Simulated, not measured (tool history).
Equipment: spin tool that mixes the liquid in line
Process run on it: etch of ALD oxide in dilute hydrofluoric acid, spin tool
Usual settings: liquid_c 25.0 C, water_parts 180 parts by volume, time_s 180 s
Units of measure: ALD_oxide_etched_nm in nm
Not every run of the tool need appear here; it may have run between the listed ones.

run,day,liquid_c,water_parts,time_s,wafers since the last listed run,hours since the thermometer was replaced,hours since the hydrofluoric acid flow meter was replaced,hours since the gauge calibration,"read-back film thickness of the ALD oxide reference wafer, read on the same gauge (nm)",ALD_oxide_etched_nm
1,0.000,23.0,180,180,0,307.8,695.3,84.0,50.01,14.00
2,1.658,23.0,180,180,396,347.6,735.1,123.8,49.99,14.21
3,5.542,23.0,180,180,928,440.8,828.3,217.0,49.99,14.37
4,7.317,26.5,180,180,424,483.4,870.9,259.6,50.00,16.15
5,11.450,26.5,180,180,988,582.6,970.1,358.8,49.99,16.11
6,14.375,28.5,180,180,699,652.8,1040.3,429.0,50.00,17.47
7,17.688,25.0,135,180,791,732.3,1119.8,508.5,49.99,21.67
8,22.054,25.0,135,180,1043,837.1,1224.6,613.3,50.03,21.63
9,25.933,25.0,135,180,927,930.2,1317.7,706.4,50.02,21.70
10,28.300,22.5,180,150,565,987.0,1374.5,763.2,50.00,11.69
11,31.521,21.5,245,270,769,1064.3,1451.8,840.5,49.99,14.02
# day 33.800: thermometer replaced
12,35.038,25.0,180,180,830,29.7,1536.2,924.9,50.01,15.98
# day 36.617: hydrofluoric acid flow meter replaced
13,38.071,25.0,180,180,715,102.5,34.9,997.7,50.01,14.88
# day 40.317: gauge calibrated
14,40.375,25.0,180,180,550,157.8,90.2,1.4,50.00,14.92
15,43.325,25.0,180,180,705,228.6,161.0,72.2,49.98,14.87
16,47.200,30.0,180,285,926,321.6,254.0,165.2,50.00,28.17
17,50.042,25.0,105,110,679,389.8,322.2,233.4,50.01,17.02
18,51.688,25.0,145,180,393,429.3,361.7,272.9,50.01,19.38
19,56.604,20.0,145,255,1175,547.3,479.7,390.9,50.00,22.45

Alternative continuations, all from the tool just after run 19; predict every row:
A,56.625,25.0,105,180,4,547.8,480.2,391.4,?,?
B,56.625,21.0,140,240,4,547.8,480.2,391.4,?,?
C,56.625,27.0,270,285,4,547.8,480.2,391.4,?,?

run,"read-back film thickness of the ALD oxide reference wafer, read on the same gauge (nm)",ALD_oxide_etched_nm
A,50.00,28.06
B,50.00,23.03
C,50.00,15.47
With no hidden state in the tool, these same runs would have given:
run,ALD_oxide_etched_nm
A,27.64
B,22.67
C,15.15
